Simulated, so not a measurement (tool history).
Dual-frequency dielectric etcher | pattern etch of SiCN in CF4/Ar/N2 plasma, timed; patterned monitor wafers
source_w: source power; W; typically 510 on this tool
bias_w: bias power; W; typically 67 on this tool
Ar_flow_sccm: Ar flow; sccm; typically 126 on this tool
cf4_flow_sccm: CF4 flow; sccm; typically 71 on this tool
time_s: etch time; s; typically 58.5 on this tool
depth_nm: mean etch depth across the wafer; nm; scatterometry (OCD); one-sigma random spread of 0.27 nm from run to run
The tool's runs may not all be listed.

| run | hour | source_w | bias_w | Ar_flow_sccm | cf4_flow_sccm | time_s | wafers since the last listed run | hours since the last wet clean | hours since the last source power generator calibration | hours since the last bias power generator calibration | hours since the last Ar flow controller change | hours since the last CF4 flow controller change | hours since the last upper electrode change | hours since the gauge calibration | read-back reference wafer on the same gauge, depth_nm | depth_nm |
|---|---|---|---|---|---|---|---|---|---|---|---|---|---|---|---|---|
| 1 | 0 | 510 | 67 | 126 | 71 | 58.5 | 0 | 180.3 | 3719.4 | 3581.5 | 2438.2 | 892.8 | 4618.3 | 1079.7 | 46.1 | 47.3 |
| 2 | 43.2 | 510 | 67 | 126 | 71 | 58.5 | 328 | 223.5 | 3762.6 | 3624.7 | 2481.4 | 936 | 4661.5 | 1122.9 | 46 | 46.8 |
| 3 | 89.5 | 510 | 79 | 126 | 71 | 58.5 | 352 | 269.8 | 3808.9 | 3671 | 2527.7 | 982.3 | 4707.8 | 1169.2 | 45.9 | 50 |
|  | 153.6 | upper electrode replaced |
| 4 | 154.1 | 510 | 79 | 126 | 71 | 58.5 | 309 | 334.4 | 3873.5 | 3735.6 | 2592.3 | 1046.9 | 0.5 | 1233.8 | 45.9 | 49.5 |
| 5 | 216.6 | 410 | 67 | 126 | 71 | 58.5 | 475 | 396.9 | 3936 | 3798.1 | 2654.8 | 1109.4 | 63 | 1296.3 | 45.7 | 41 |
|  | 262.8 | source power generator calibrated |
|  | 268.8 | bias power generator calibrated |
| 6 | 287.3 | 510 | 67 | 126 | 71 | 58.5 | 477 | 467.6 | 24.5 | 18.5 | 2725.5 | 1180.1 | 133.7 | 1367 | 45.7 | 47 |
|  | 308.7 | gauge calibrated |
|  | 332 | wet clean of the chamber |
| 7 | 347.1 | 510 | 67 | 126 | 71 | 58.5 | 272 | 15.1 | 84.3 | 78.3 | 2785.3 | 1239.9 | 193.5 | 38.4 | 47.7 | 48.9 |
| 8 | 374.2 | 390 | 78 | 126 | 71 | 58.5 | 206 | 42.2 | 111.4 | 105.4 | 2812.4 | 1267 | 220.6 | 65.5 | 47.6 | 43.5 |
| 9 | 441.4 | 640 | 67 | 110 | 71 | 74.5 | 511 | 109.4 | 178.6 | 172.6 | 2879.6 | 1334.2 | 287.8 | 132.7 | 47.6 | 73.8 |
| 10 | 467 | 400 | 73 | 112 | 71 | 71.5 | 194 | 135 | 204.2 | 198.2 | 2905.2 | 1359.8 | 313.4 | 158.3 | 47.5 | 53.9 |
| 11 | 523.8 | 510 | 67 | 126 | 71 | 58.5 | 432 | 191.8 | 261 | 255 | 2962 | 1416.6 | 370.2 | 215.1 | 47.5 | 48.6 |
| 12 | 551.3 | 510 | 67 | 126 | 71 | 58.5 | 209 | 219.3 | 288.5 | 282.5 | 2989.5 | 1444.1 | 397.7 | 242.6 | 47.4 | 48.6 |
|  | 610.6 | Ar flow controller replaced |
| 13 | 616.6 | 410 | 67 | 126 | 55 | 72.5 | 451 | 284.6 | 353.8 | 347.8 | 6 | 1509.4 | 463 | 307.9 | 47.3 | 48.9 |
| 14 | 685.3 | 510 | 67 | 126 | 71 | 58.5 | 523 | 353.3 | 422.5 | 416.5 | 74.7 | 1578.1 | 531.7 | 376.6 | 47.2 | 48.2 |
| 15 | 750.9 | 510 | 67 | 126 | 71 | 58.5 | 499 | 418.9 | 488.1 | 482.1 | 140.3 | 1643.7 | 597.3 | 442.2 | 47.1 | 48.8 |
|  | 786.6 | CF4 flow controller replaced |
| 16 | 796.3 | 510 | 72 | 103 | 71 | 58.5 | 300 | 464.3 | 533.5 | 527.5 | 185.7 | 9.7 | 642.7 | 487.6 | 47 | 51.6 |
|  | 830.5 | wet clean of the chamber |
| 17 | 831.3 | 550 | 67 | 155 | 71 | 58.5 | 83 | 0.8 | 568.5 | 562.5 | 220.7 | 44.7 | 677.7 | 522.6 | 47 | 48.1 |
| 18 | 896 | 510 | 67 | 154 | 71 | 58.5 | 492 | 65.5 | 633.2 | 627.2 | 285.4 | 109.4 | 742.4 | 587.3 | 46.9 | 46.1 |
| 19 | 944.7 | 580 | 67 | 106 | 75 | 72.5 | 370 | 114.2 | 681.9 | 675.9 | 334.1 | 158.1 | 791.1 | 636 | 46.8 | 67.5 |
| 20 | 991.2 | 510 | 67 | 97 | 71 | 66.5 | 354 | 160.7 | 728.4 | 722.4 | 380.6 | 204.6 | 837.6 | 682.5 | 46.7 | 58.2 |
| 21 | 1046.9 | 510 | 67 | 108 | 71 | 44 | 424 | 216.4 | 784.1 | 778.1 | 436.3 | 260.3 | 893.3 | 738.2 | 46.7 | 37.1 |
| 22 | 1116.6 | 510 | 67 | 126 | 71 | 58.5 | 530 | 286.1 | 853.8 | 847.8 | 506 | 330 | 963 | 807.9 | 46.6 | 47.6 |

Below, some changes in depth_nm between adjacent runs. For each, the amount present without the hidden state too (settings, incoming material, random variation) and the amount remaining for the hidden state with gauge scatter not shared by both compared results:
Hidden state at play: etch rate over this chamber's usual, %; source power that arrives over what is set, %; bias power that arrives over what is set, %; Ar flow that arrives over what is set, %; CF4 flow that arrives over what is set, %; gauge reads high (%).
Run 6 -> 7: gauge calibrated, wet clean of the chamber. depth_nm +1.9 nm: hidden state +2.1, all else -0.2.
Run 8 -> 9: source_w 390 -> 640, bias_w 78 -> 67, Ar_flow_sccm 126 -> 110, time_s 58.5 -> 74.5. depth_nm +30.3 nm: hidden state -0.2, all else +30.5.
Run 18 -> 19: source_w 510 -> 580, Ar_flow_sccm 154 -> 106, cf4_flow_sccm 71 -> 75, time_s 58.5 -> 72.5. depth_nm +21.4 nm: hidden state -0.6, all else +22.

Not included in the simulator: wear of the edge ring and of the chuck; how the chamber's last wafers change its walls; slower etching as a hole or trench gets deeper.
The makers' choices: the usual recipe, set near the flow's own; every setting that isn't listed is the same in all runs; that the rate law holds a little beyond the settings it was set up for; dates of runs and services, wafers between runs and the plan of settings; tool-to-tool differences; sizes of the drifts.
